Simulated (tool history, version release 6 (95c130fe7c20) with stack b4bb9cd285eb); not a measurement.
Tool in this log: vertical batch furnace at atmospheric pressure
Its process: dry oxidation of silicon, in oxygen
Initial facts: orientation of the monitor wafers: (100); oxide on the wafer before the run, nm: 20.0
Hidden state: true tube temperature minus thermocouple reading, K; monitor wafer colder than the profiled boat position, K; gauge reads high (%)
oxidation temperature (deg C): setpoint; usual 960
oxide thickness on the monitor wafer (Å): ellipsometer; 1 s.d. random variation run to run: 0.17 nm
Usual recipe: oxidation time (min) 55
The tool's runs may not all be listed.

| run | hour | oxidation temperature (deg C) | oxidation time (min) | wafers since the last listed run | hours since the last temperature calibration | hours since the boat lift was adjusted | hours since the gauge calibration | read-back reference wafer on the same gauge, thickness | oxide thickness on the monitor wafer (Å) |
|---|---|---|---|---|---|---|---|---|---|
| 1 | 0 | 960 | 43.5 | 0 | 2222.8 | 614.5 | 450.7 | 42.72 | 365.5 |
| 2 | 63.9 | 960 | 43.5 | 851 | 2286.7 | 678.4 | 514.6 | 42.63 | 361 |
| 3 | 136.9 | 977 | 55 | 972 | 2359.7 | 751.4 | 587.6 | 42.76 | 437 |
| 4 | 173.9 | 977 | 55 | 493 | 2396.7 | 788.4 | 624.6 | 42.72 | 441.6 |
| 5 | 231.5 | 977 | 55 | 767 | 2454.3 | 846 | 682.2 | 42.68 | 437.4 |
| 6 | 270.1 | 960 | 66 | 514 | 2492.9 | 884.6 | 720.8 | 42.75 | 440.4 |
| 7 | 309.8 | 960 | 66 | 529 | 2532.6 | 924.3 | 760.5 | 42.67 | 440.6 |
| 8 | 447.1 | 960 | 37.5 | 1829 | 2669.9 | 1061.6 | 897.8 | 42.72 | 341.4 |
| 9 | 479.2 | 960 | 37.5 | 427 | 2702 | 1093.7 | 929.9 | 42.74 | 341.1 |
| 10 | 534.9 | 960 | 37.5 | 742 | 2757.7 | 1149.4 | 985.6 | 42.75 | 341.8 |
|  | 608.4 | thermocouples replaced and temperature profile calibrated |
| 11 | 608.9 | 960 | 55 | 666 | 0.5 | 1223.4 | 1059.6 | 42.73 | 402 |
| 12 | 666.6 | 960 | 55 | 768 | 58.2 | 1281.1 | 1117.3 | 42.69 | 400.9 |
| 13 | 721.5 | 960 | 55 | 731 | 113.1 | 1336 | 1172.2 | 42.78 | 401 |
| 14 | 747.7 | 960 | 55 | 349 | 139.3 | 1362.2 | 1198.4 | 42.68 | 399.4 |
| 15 | 790.9 | 960 | 55 | 575 | 182.5 | 1405.4 | 1241.6 | 42.77 | 397.1 |
| 16 | 832.4 | 960 | 55 | 553 | 224 | 1446.9 | 1283.1 | 42.72 | 402.5 |
| 17 | 890.4 | 960 | 55 | 772 | 282 | 1504.9 | 1341.1 | 42.7 | 400.3 |
| 18 | 933.5 | 960 | 55 | 574 | 325.1 | 1548 | 1384.2 | 42.69 | 395.9 |
| 19 | 992.5 | 960 | 68.5 | 786 | 384.1 | 1607 | 1443.2 | 42.68 | 444.9 |
| 20 | 1040.8 | 978 | 68 | 643 | 432.4 | 1655.3 | 1491.5 | 42.68 | 487.7 |
|  | 1094.7 | boat lift adjusted |
| 21 | 1095.2 | 947 | 43 | 405 | 486.8 | 0.5 | 1545.9 | 42.71 | 341.7 |
| 22 | 1136.1 | 983 | 37 | 545 | 527.7 | 41.4 | 1586.8 | 42.67 | 382.5 |
|  | 1195.3 | gauge calibrated |
| 23 | 1206.3 | 960 | 55 | 935 | 597.9 | 111.6 | 11 | 42.77 | 408.1 |
| 24 | 1246 | 940 | 29 | 529 | 637.6 | 151.3 | 50.7 | 42.66 | 285.8 |
| 25 | 1317 | 960 | 55 | 946 | 708.6 | 222.3 | 121.7 | 42.73 | 409.3 |
| 26 | 1346.3 | 976 | 78 | 390 | 737.9 | 251.6 | 151 | 42.67 | 530.1 |
| 27 | 1412.4 | 952 | 55 | 880 | 804 | 317.7 | 217.1 | 42.68 | 389.3 |
| 28 | 1450.9 | 960 | 55 | 513 | 842.5 | 356.2 | 255.6 | 42.66 | 404 |
| 29 | 1522.7 | 972 | 69 | 956 | 914.3 | 428 | 327.4 | 42.73 | 484.4 |
| 30 | 1556.7 | 937 | 73.5 | 453 | 948.3 | 462 | 361.4 | 42.79 | 399.4 |

Difference, measured minus no-hidden-state, one row per run. Run-to-run variation is common to both terms; the gauge's own scatter need not be:
| run | oxide thickness on the monitor wafer (Å) |
|---|---|
| 1 | -3.1 |
| 2 | -3.3 |
| 3 | -4.4 |
| 4 | -4.7 |
| 5 | -5 |
| 6 | -6 |
| 7 | -6.2 |
| 8 | -4.4 |
| 9 | -4.6 |
| 10 | -4.8 |
| 11 | -6.9 |
| 12 | -7.3 |
| 13 | -7.5 |
| 14 | -7.6 |
| 15 | -7.8 |
| 16 | -8.2 |
| 17 | -8.5 |
| 18 | -8.6 |
| 19 | -10.8 |
| 20 | -11.1 |
| 21 | -0.5 |
| 22 | -0.7 |
| 23 | -1.2 |
| 24 | -0.8 |
| 25 | -1.9 |
| 26 | -2.6 |
| 27 | -2.4 |
| 28 | -2.5 |
| 29 | -3.3 |
| 30 | -3.7 |
